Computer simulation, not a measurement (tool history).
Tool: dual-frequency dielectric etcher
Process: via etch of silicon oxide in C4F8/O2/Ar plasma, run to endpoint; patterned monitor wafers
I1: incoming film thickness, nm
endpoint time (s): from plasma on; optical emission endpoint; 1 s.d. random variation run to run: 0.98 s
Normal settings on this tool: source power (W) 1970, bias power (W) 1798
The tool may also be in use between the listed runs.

run 1 day=0.000 | source_power_(W)=2350 bias_power_(W)=1580 | I1=1027.4 | endpoint_time_(s)=209.1
run 2 day=1.679 | source_power_(W)=1970 bias_power_(W)=1798 | I1=1033.3 | endpoint_time_(s)=225.5
run 3 day=3.021 | source_power_(W)=1970 bias_power_(W)=1798 | I1=1030.4 | endpoint_time_(s)=224.9
run 4 day=4.271 | source_power_(W)=1970 bias_power_(W)=1798 | I1=1038.5 | endpoint_time_(s)=224.2
run 5 day=7.075 | source_power_(W)=1970 bias_power_(W)=1798 | I1=1027.0 | endpoint_time_(s)=223.4
run 6 day=8.233 | source_power_(W)=1970 bias_power_(W)=1798 | I1=1046.8 | endpoint_time_(s)=227.8
run 7 day=10.946 | source_power_(W)=2310 bias_power_(W)=1798 | I1=1038.3 | endpoint_time_(s)=204.7
run 8 day=12.954 | source_power_(W)=2310 bias_power_(W)=1798 | I1=1031.2 | endpoint_time_(s)=202.8
run 9 day=15.175 | source_power_(W)=1970 bias_power_(W)=1798 | I1=1023.5 | endpoint_time_(s)=220.7
-- day=16.796 wet clean of the chamber
run 10 day=23.129 | source_power_(W)=1970 bias_power_(W)=1798 | I1=1037.0 | endpoint_time_(s)=225.8
-- day=24.117 source power generator calibrated
run 11 day=25.404 | source_power_(W)=1970 bias_power_(W)=1798 | I1=1018.4 | endpoint_time_(s)=225.3
run 12 day=28.400 | source_power_(W)=1690 bias_power_(W)=1798 | I1=1032.7 | endpoint_time_(s)=250.1
run 13 day=31.338 | source_power_(W)=1690 bias_power_(W)=1798 | I1=1035.8 | endpoint_time_(s)=249.8
run 14 day=33.508 | source_power_(W)=1970 bias_power_(W)=1798 | I1=1031.9 | endpoint_time_(s)=226.4
run 15 day=36.262 | source_power_(W)=1970 bias_power_(W)=1798 | I1=1032.6 | endpoint_time_(s)=225.5
run 16 day=37.367 | source_power_(W)=1970 bias_power_(W)=2189 | I1=1033.4 | endpoint_time_(s)=215.6
-- day=38.708 wet clean of the chamber
run 17 day=38.758 | source_power_(W)=1540 bias_power_(W)=2030 | I1=1029.3 | endpoint_time_(s)=258.8
run 18 day=41.733 | source_power_(W)=2160 bias_power_(W)=1798 | I1=1043.8 | endpoint_time_(s)=220.0
run 19 day=44.312 | source_power_(W)=1970 bias_power_(W)=2094 | I1=1036.6 | endpoint_time_(s)=222.4
run 20 day=46.888 | source_power_(W)=2310 bias_power_(W)=1798 | I1=1037.1 | endpoint_time_(s)=208.1
run 21 day=49.162 | source_power_(W)=1970 bias_power_(W)=1798 | I1=1038.5 | endpoint_time_(s)=229.8
-- day=51.729 upper electrode replaced
run 22 day=52.154 | source_power_(W)=1800 bias_power_(W)=2214 | I1=1034.1 | endpoint_time_(s)=227.2
run 23 day=53.950 | source_power_(W)=1490 bias_power_(W)=1451 | I1=1021.1 | endpoint_time_(s)=282.0
run 24 day=56.112 | source_power_(W)=1970 bias_power_(W)=2144 | I1=1025.2 | endpoint_time_(s)=215.0
run 25 day=59.054 | source_power_(W)=1530 bias_power_(W)=1405 | I1=1048.9 | endpoint_time_(s)=282.2
-- day=59.725 bias power generator calibrated
-- day=65.000 wet clean of the chamber
run 26 day=65.812 | source_power_(W)=2100 bias_power_(W)=1798 | I1=1030.3 | endpoint_time_(s)=220.7
run 27 day=67.171 | source_power_(W)=1970 bias_power_(W)=2189 | I1=1035.1 | endpoint_time_(s)=217.2

The next listed run, before its measurement:
run 28 day=74.450 | source_power_(W)=1970 bias_power_(W)=2025 | I1=1024.6 | endpoint_time_(s)=?

endpoint time (s): 218.0
Take away the tool's hidden state, keep the run-to-run variation as it was, and the same run would have given endpoint time (s) 221.7.
